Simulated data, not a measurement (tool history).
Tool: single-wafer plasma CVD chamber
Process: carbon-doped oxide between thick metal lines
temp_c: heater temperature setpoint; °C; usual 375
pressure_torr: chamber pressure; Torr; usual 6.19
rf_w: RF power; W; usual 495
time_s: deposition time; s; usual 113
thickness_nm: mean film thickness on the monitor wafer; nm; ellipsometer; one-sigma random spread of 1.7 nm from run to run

| run | hour | temp_c | pressure_torr | rf_w | time_s | wafers since the last listed run | hours since the last thermocouple change | hours since the last RF generator calibration | hours since the last manometer calibration | hours since the showerhead was replaced | hours since the gauge calibration | read-back reference wafer on the same gauge, thickness_nm | thickness_nm |
|---|---|---|---|---|---|---|---|---|---|---|---|---|---|
| 1 | 0 | 375 | 5.57 | 495 | 113 | 0 | 1183.6 | 1345.2 | 572.2 | 7508.8 | 32.6 | 603.476 | 520.27 |
| 2 | 30 | 375 | 5.57 | 495 | 113 | 369 | 1213.6 | 1375.2 | 602.2 | 7538.8 | 62.6 | 603.168 | 519.517 |
| 3 | 187.2 | 375 | 5.57 | 495 | 113 | 1934 | 1370.8 | 1532.4 | 759.4 | 7696 | 219.8 | 602.96 | 517.516 |
| 4 | 240 | 381 | 6.19 | 495 | 113 | 649 | 1423.6 | 1585.2 | 812.2 | 7748.8 | 272.6 | 603.083 | 515.552 |
| 5 | 311.2 | 381 | 6.19 | 495 | 113 | 876 | 1494.8 | 1656.4 | 883.4 | 7820 | 343.8 | 602.579 | 511.78 |
| 6 | 381.2 | 375 | 6.19 | 495 | 96 | 861 | 1564.8 | 1726.4 | 953.4 | 7890 | 413.8 | 603.128 | 439.168 |
| 7 | 419.1 | 375 | 6.19 | 495 | 96 | 466 | 1602.7 | 1764.3 | 991.3 | 7927.9 | 451.7 | 602.443 | 439.413 |
|  | 443.5 | showerhead replaced |
| 8 | 456.8 | 375 | 6.19 | 495 | 113 | 365 | 1640.4 | 1802 | 1029 | 13.3 | 489.4 | 602.74 | 517.764 |
| 9 | 534.3 | 375 | 6.19 | 495 | 113 | 953 | 1717.9 | 1879.5 | 1106.5 | 90.8 | 566.9 | 603.099 | 517.402 |
|  | 551.1 | RF generator calibrated |
| 10 | 574.8 | 375 | 6.19 | 495 | 113 | 400 | 1758.4 | 23.7 | 1147 | 131.3 | 607.4 | 602.918 | 549.26 |
| 11 | 636.9 | 375 | 6.19 | 495 | 113 | 764 | 1820.5 | 85.8 | 1209.1 | 193.4 | 669.5 | 603.326 | 548.837 |
| 12 | 680.6 | 375 | 6.19 | 495 | 113 | 537 | 1864.2 | 129.5 | 1252.8 | 237.1 | 713.2 | 603.066 | 547.818 |
| 13 | 739.5 | 384 | 6.58 | 495 | 113 | 724 | 1923.1 | 188.4 | 1311.7 | 296 | 772.1 | 602.887 | 538.714 |
| 14 | 773.6 | 375 | 6.19 | 585 | 113 | 419 | 1957.2 | 222.5 | 1345.8 | 330.1 | 806.2 | 603.474 | 624.381 |
| 15 | 799.3 | 388 | 6.19 | 495 | 113 | 316 | 1982.9 | 248.2 | 1371.5 | 355.8 | 831.9 | 602.901 | 533.342 |
|  | 800.4 | gauge calibrated |
|  | 817.3 | thermocouple changed; heater temperature recalibrated |
| 16 | 827.1 | 375 | 5.16 | 495 | 94 | 243 | 9.8 | 276 | 1399.3 | 383.6 | 26.7 | 603.001 | 447.846 |
|  | 857.3 | capacitance manometer re-zeroed and calibrated |
| 17 | 898.5 | 375 | 6.19 | 495 | 119 | 780 | 81.2 | 347.4 | 41.2 | 455 | 98.1 | 602.958 | 574.608 |
| 18 | 1013.8 | 386 | 6.79 | 550 | 113 | 1419 | 196.5 | 462.7 | 156.5 | 570.3 | 213.4 | 602.8 | 584.157 |
| 19 | 1083.1 | 375 | 6.19 | 495 | 95 | 852 | 265.8 | 532 | 225.8 | 639.6 | 282.7 | 603.133 | 456.485 |
| 20 | 1133 | 375 | 6.19 | 535 | 133 | 614 | 315.7 | 581.9 | 275.7 | 689.5 | 332.6 | 603.075 | 679.07 |
| 21 | 1165.5 | 375 | 6.19 | 495 | 113 | 400 | 348.2 | 614.4 | 308.2 | 722 | 365.1 | 603.267 | 538.874 |
| 22 | 1194.5 | 375 | 6.19 | 585 | 113 | 356 | 377.2 | 643.4 | 337.2 | 751 | 394.1 | 603.092 | 618.229 |
| 23 | 1228.3 | 363 | 6.19 | 495 | 113 | 416 | 411 | 677.2 | 371 | 784.8 | 427.9 | 602.743 | 557.792 |
| 24 | 1299.8 | 375 | 6.19 | 495 | 113 | 880 | 482.5 | 748.7 | 442.5 | 856.3 | 499.4 | 603.196 | 539.18 |

The tool's hidden state at each run:
wafer temperature above the value expected at the setpoint (K): 0 at every run
true pressure above the setpoint (%): 0 at every run
gauge reads high (%): 0 at every run
H1: delivered RF power above the setpoint (%)
| run | H1 |
|---|---|
| 1 | -5.51 |
| 2 | -5.61 |
| 3 | -6.08 |
| 4 | -6.24 |
| 5 | -6.46 |
| 6 | -6.67 |
| 7 | -6.78 |
| 8 | -6.9 |
| 9 | -7.13 |
| 10 | -0.336 |
| 11 | -0.524 |
| 12 | -0.656 |
| 13 | -0.835 |
| 14 | -0.938 |
| 15 | -1.02 |
| 16 | -1.1 |
| 17 | -1.32 |
| 18 | -1.67 |
| 19 | -1.88 |
| 20 | -2.03 |
| 21 | -2.13 |
| 22 | -2.21 |
| 23 | -2.32 |
| 24 | -2.53 |
